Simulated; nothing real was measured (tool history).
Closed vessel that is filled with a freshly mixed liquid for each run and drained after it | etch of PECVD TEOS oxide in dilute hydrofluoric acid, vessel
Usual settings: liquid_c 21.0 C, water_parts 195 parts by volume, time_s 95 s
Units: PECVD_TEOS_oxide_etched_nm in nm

run,hour,liquid_c,water_parts,time_s,wafers since the last listed run,hours since the thermometer was replaced,hours since the hydrofluoric acid flow meter was replaced,hours since the gauge calibration,"read-back film thickness of the PECVD TEOS oxide reference wafer, read on the same gauge (nm)",PECVD_TEOS_oxide_etched_nm
1,0.0,21.0,195,95,0,964.0,1150.2,850.8,119.973,5.286
2,25.1,21.0,195,95,3539,989.1,1175.3,875.9,120.045,5.306
3,77.2,21.0,195,95,7347,1041.2,1227.4,928.0,119.954,5.383
4,139.6,21.0,130,130,8799,1103.6,1289.8,990.4,120.003,11.519
5,171.7,21.0,195,95,4526,1135.7,1321.9,1022.5,119.955,5.270
6,238.2,21.0,195,95,9377,1202.2,1388.4,1089.0,120.023,5.353
7,271.3,21.0,195,95,4667,1235.3,1421.5,1122.1,119.965,5.369
8,315.4,21.0,195,95,6218,1279.4,1465.6,1166.2,120.027,5.331
# hour 376.1: gauge calibrated
# hour 377.6: hydrofluoric acid flow meter replaced
9,378.0,21.0,195,95,8686,1342.0,0.4,1.9,119.988,4.752
10,446.8,21.0,230,95,9702,1410.8,69.2,70.7,120.029,3.863
11,472.4,21.0,195,95,3610,1436.4,94.8,96.3,120.042,4.719
12,503.7,21.0,195,110,4413,1467.7,126.1,127.6,119.986,5.511
13,544.6,21.0,195,95,5767,1508.6,167.0,168.5,119.989,4.759
14,580.2,24.0,195,95,5020,1544.2,202.6,204.1,119.959,5.337
15,607.8,24.0,130,50,3892,1571.8,230.2,231.7,119.985,4.541
16,658.4,21.0,195,95,7135,1622.4,280.8,282.3,120.021,4.831
# hour 675.9: thermometer replaced
17,715.3,24.0,240,135,7882,39.4,337.7,339.2,119.993,6.315
18,930.2,19.0,195,110,30304,254.3,552.6,554.1,119.996,5.562
19,954.5,21.0,195,95,3426,278.6,576.9,578.4,120.013,5.169
20,982.9,19.0,100,115,4004,307.0,605.3,606.8,119.980,12.190
21,1012.5,19.0,195,110,4174,336.6,634.9,636.4,120.023,5.596
22,1037.0,21.0,235,65,3454,361.1,659.4,660.9,120.038,2.787
23,1061.2,18.5,195,110,3412,385.3,683.6,685.1,119.997,5.389
24,1106.0,24.5,95,95,6317,430.1,728.4,729.9,120.005,13.579
25,1134.1,21.0,135,130,3962,458.2,756.5,758.0,120.026,10.883

5 ways to go on from here, each from the tool as it stands after run 25. What would each give?
A,1134.8,21.0,275,95,98,458.9,757.2,758.7,?,?
B,1134.8,22.5,105,140,98,458.9,757.2,758.7,?,?
C,1134.8,25.5,95,95,98,458.9,757.2,758.7,?,?
D,1134.8,17.0,195,75,98,458.9,757.2,758.7,?,?
E,1134.8,19.0,115,115,98,458.9,757.2,758.7,?,?

run,"read-back film thickness of the PECVD TEOS oxide reference wafer, read on the same gauge (nm)",PECVD_TEOS_oxide_etched_nm
A,120.017,3.470
B,120.017,16.748
C,120.017,14.332
D,120.017,3.543
E,120.017,10.766
Without the tool's hidden state the same runs would have given:
run,PECVD_TEOS_oxide_etched_nm
A,3.362
B,16.401
C,14.024
D,3.459
E,10.555

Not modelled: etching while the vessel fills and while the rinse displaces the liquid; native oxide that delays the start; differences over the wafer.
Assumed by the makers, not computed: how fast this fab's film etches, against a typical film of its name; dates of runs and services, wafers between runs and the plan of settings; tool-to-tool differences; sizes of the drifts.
